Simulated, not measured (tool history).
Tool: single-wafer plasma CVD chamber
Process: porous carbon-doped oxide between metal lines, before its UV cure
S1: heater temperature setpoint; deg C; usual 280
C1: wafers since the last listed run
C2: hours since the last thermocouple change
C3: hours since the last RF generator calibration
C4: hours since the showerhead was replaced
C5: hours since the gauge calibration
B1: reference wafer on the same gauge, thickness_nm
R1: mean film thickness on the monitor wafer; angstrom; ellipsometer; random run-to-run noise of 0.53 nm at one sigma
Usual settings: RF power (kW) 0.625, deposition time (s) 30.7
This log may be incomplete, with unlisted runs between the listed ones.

Run 1, hour 0: usual settings but RF power (kW) 0.69; C1 0; C2 621.5; C3 822.4; C4 5425.7; C5 1364.2; B1 213.027. Result: R1 2029.51 angstrom.
Run 2, hour 80.8: usual settings but RF power (kW) 0.69; C1 1360; C2 702.3; C3 903.2; C4 5506.5; C5 1445; B1 213.062. Result: R1 2026.7 angstrom.
Run 3, hour 165.3: usual settings; C1 1422; C2 786.8; C3 987.7; C4 5591; C5 1529.5; B1 212.949. Result: R1 1922.65 angstrom.
Run 4, hour 463.3: usual settings; C1 5018; C2 1084.8; C3 1285.7; C4 5889; C5 1827.5; B1 212.928. Result: R1 1909.94 angstrom.
Run 5, hour 561.5: usual settings; C1 1653; C2 1183; C3 1383.9; C4 5987.2; C5 1925.7; B1 212.928. Result: R1 1919.79 angstrom.
Run 6, hour 632.5: usual settings but RF power (kW) 0.58; C1 1195; C2 1254; C3 1454.9; C4 6058.2; C5 1996.7; B1 212.894. Result: R1 1829.99 angstrom.
Run 7, hour 731.8: usual settings but RF power (kW) 0.66; C1 1672; C2 1353.3; C3 1554.2; C4 6157.5; C5 2096; B1 212.933. Result: R1 1968.72 angstrom.
Run 8, hour 831.1: usual settings but RF power (kW) 0.66; C1 1672; C2 1452.6; C3 1653.5; C4 6256.8; C5 2195.3; B1 213.01. Result: R1 1958.4 angstrom.
Run 9, hour 886.4: usual settings but RF power (kW) 0.66; C1 931; C2 1507.9; C3 1708.8; C4 6312.1; C5 2250.6; B1 213.054. Result: R1 1964.09 angstrom.
Run 10, hour 928.1: usual settings but RF power (kW) 0.55; C1 702; C2 1549.6; C3 1750.5; C4 6353.8; C5 2292.3; B1 212.99. Result: R1 1777.86 angstrom.
Run 11, hour 1021.2: usual settings; C1 1567; C2 1642.7; C3 1843.6; C4 6446.9; C5 2385.4; B1 212.915. Result: R1 1893.35 angstrom.
Run 12, hour 1097.7: usual settings; C1 1288; C2 1719.2; C3 1920.1; C4 6523.4; C5 2461.9; B1 213.062. Result: R1 1905.77 angstrom.
Run 13, hour 1185.4: usual settings; C1 1476; C2 1806.9; C3 2007.8; C4 6611.1; C5 2549.6; B1 213.033. Result: R1 1893.66 angstrom.
At hour 1224.9: gauge calibrated.
Run 14, hour 1242: usual settings but S1 268 deg C, RF power (kW) 0.565, deposition time (s) 25.9; C1 953; C2 1863.5; C3 2064.4; C4 6667.7; C5 17.1; B1 213.042. Result: R1 1660.07 angstrom.
Run 15, hour 1286.3: usual settings but S1 276 deg C, RF power (kW) 0.565, deposition time (s) 33.1; C1 745; C2 1907.8; C3 2108.7; C4 6712; C5 61.4; B1 213.009. Result: R1 1989.93 angstrom.
Run 16, hour 1379.3: usual settings but S1 287 deg C; C1 1566; C2 2000.8; C3 2201.7; C4 6805; C5 154.4; B1 213.04. Result: R1 1798.63 angstrom.
Run 17, hour 1469.9: usual settings; C1 1525; C2 2091.4; C3 2292.3; C4 6895.6; C5 245; B1 213.012. Result: R1 1900.24 angstrom.
Run 18, hour 1516.9: usual settings but S1 291 deg C, RF power (kW) 0.55, deposition time (s) 35.6; C1 791; C2 2138.4; C3 2339.3; C4 6942.6; C5 292; B1 212.994. Result: R1 1881.36 angstrom.
At hour 1568.7: RF generator calibrated.
Run 19, hour 1570.3: usual settings; C1 764; C2 2191.8; C3 1.6; C4 6996; C5 345.4; B1 212.953. Result: R1 1943.18 angstrom.
Run 20, hour 1646.7: usual settings but S1 272 deg C, deposition time (s) 34.2; C1 1286; C2 2268.2; C3 78; C4 7072.4; C5 421.8; B1 213.037. Result: R1 2281.43 angstrom.
At hour 1753: thermocouple changed; heater temperature recalibrated.
Run 21, hour 1753.5: usual settings but S1 290 deg C, deposition time (s) 32.6; C1 1663; C2 0.5; C3 184.8; C4 7179.2; C5 528.6; B1 212.944. Result: R1 1906.12 angstrom.
Run 22, hour 1811.4: usual settings but S1 266 deg C, RF power (kW) 0.685, deposition time (s) 33.2; C1 975; C2 58.4; C3 242.7; C4 7237.1; C5 586.5; B1 212.959. Result: R1 2440.78 angstrom.
Run 23, hour 1848: usual settings but S1 284 deg C, deposition time (s) 35.6; C1 616; C2 95; C3 279.3; C4 7273.7; C5 623.1; B1 213.041. Result: R1 2162.85 angstrom.
At hour 1862.6: showerhead replaced.
Run 24, hour 1896.2: usual settings but S1 276 deg C, RF power (kW) 0.565, deposition time (s) 33.1; C1 676; C2 143.2; C3 327.5; C4 33.6; C5 671.3; B1 212.953. Result: R1 2018.78 angstrom.
Run 25, hour 2212.7: usual settings; C1 5329; C2 459.7; C3 644; C4 350.1; C5 987.8; B1 213.001. Result: R1 1920.05 angstrom.
Run 26, hour 2297.2: usual settings but RF power (kW) 0.735, deposition time (s) 26.3; C1 1422; C2 544.2; C3 728.5; C4 434.6; C5 1072.3; B1 213.019. Result: R1 1816.04 angstrom.
Run 27, hour 2346.8: usual settings but S1 290 deg C; C1 835; C2 593.8; C3 778.1; C4 484.2; C5 1121.9; B1 213.031. Result: R1 1800.85 angstrom.

Across each entry between runs, compare the hidden state at the last listed run before it with the hidden state at the first listed run after it:
Run 13 -> run 14: gauge calibrated (hour 1224.9)
  delivered RF power above the setpoint (%): -3.3 -> -3.39
  measured less the result without the state, R1: -35.76 -> -32.16 angstrom
Run 18 -> run 19: RF generator calibrated (hour 1568.7)
  delivered RF power above the setpoint (%): -3.8 -> -0.218
  measured less the result without the state, R1: -41.31 -> -2.36 angstrom
Run 20 -> run 21: thermocouple changed; heater temperature recalibrated (hour 1753)
  delivered RF power above the setpoint (%): -0.331 -> -0.489
  measured less the result without the state, R1: -4.22 -> -5.23 angstrom
Run 23 -> run 24: showerhead replaced (hour 1862.6)
  delivered RF power above the setpoint (%): -0.63 -> -0.701
  measured less the result without the state, R1: -7.63 -> -7.94 angstrom
